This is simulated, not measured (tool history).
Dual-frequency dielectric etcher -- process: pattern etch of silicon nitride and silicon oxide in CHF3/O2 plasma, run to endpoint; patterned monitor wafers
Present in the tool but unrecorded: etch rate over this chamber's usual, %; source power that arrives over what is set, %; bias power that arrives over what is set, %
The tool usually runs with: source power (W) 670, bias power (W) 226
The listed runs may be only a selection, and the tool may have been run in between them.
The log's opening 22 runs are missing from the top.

run,hour,source power (W),bias power (W),wafers since the last listed run,hours since the last wet clean,hours since the last source power generator calibration,hours since the last bias power generator calibration,hours since the last upper electrode change,"incoming incoming film thickness, nm",endpoint time (s)
23,1267.3,620,192,384,499.9,211.8,1116.3,544.0,192.2,122.4
24,1319.5,570,265,407,552.1,264.0,1168.5,596.2,193.7,109.5
# hour 1351.8: wet clean of the chamber
25,1363.2,820,226,153,11.4,307.7,1212.2,639.9,193.9,97.8
26,1397.4,670,226,266,45.6,341.9,1246.4,674.1,193.9,109.3
27,1430.8,770,199,260,79.0,375.3,1279.8,707.5,193.8,107.7
28,1468.1,730,268,291,116.3,412.6,1317.1,744.8,194.4,95.7
29,1494.8,670,244,208,143.0,439.3,1343.8,771.5,193.4,104.9
30,1563.9,790,200,539,212.1,508.4,1412.9,840.6,195.3,107.0
31,1776.0,750,186,1654,424.2,720.5,1625.0,1052.7,193.7,113.7
32,1819.7,780,262,340,467.9,764.2,1668.7,1096.4,193.9,93.3
33,1889.3,820,202,543,537.5,833.8,1738.3,1166.0,194.7,104.0
# hour 1913.4: wet clean of the chamber
34,1934.9,740,211,168,21.5,879.4,1783.9,1211.6,196.3,108.3
35,2000.6,570,270,512,87.2,945.1,1849.6,1277.3,194.2,108.6
36,2063.6,770,226,491,150.2,1008.1,1912.6,1340.3,194.0,101.2

What if the next run were any one of these 3? Each begins from the tool's condition after run 36:
A,2064.1,670,207,3,150.7,1008.6,1913.1,1340.8,193.2,?
B,2064.1,620,277,3,150.7,1008.6,1913.1,1340.8,193.2,?
C,2064.1,520,226,3,150.7,1008.6,1913.1,1340.8,193.2,?

run,endpoint time (s)
A,113.9
B,102.4
C,125.9
Stripped of hidden state, with their random variation kept, the same runs would have yielded:
run,endpoint time (s)
A,114.2
B,102.6
C,126.2
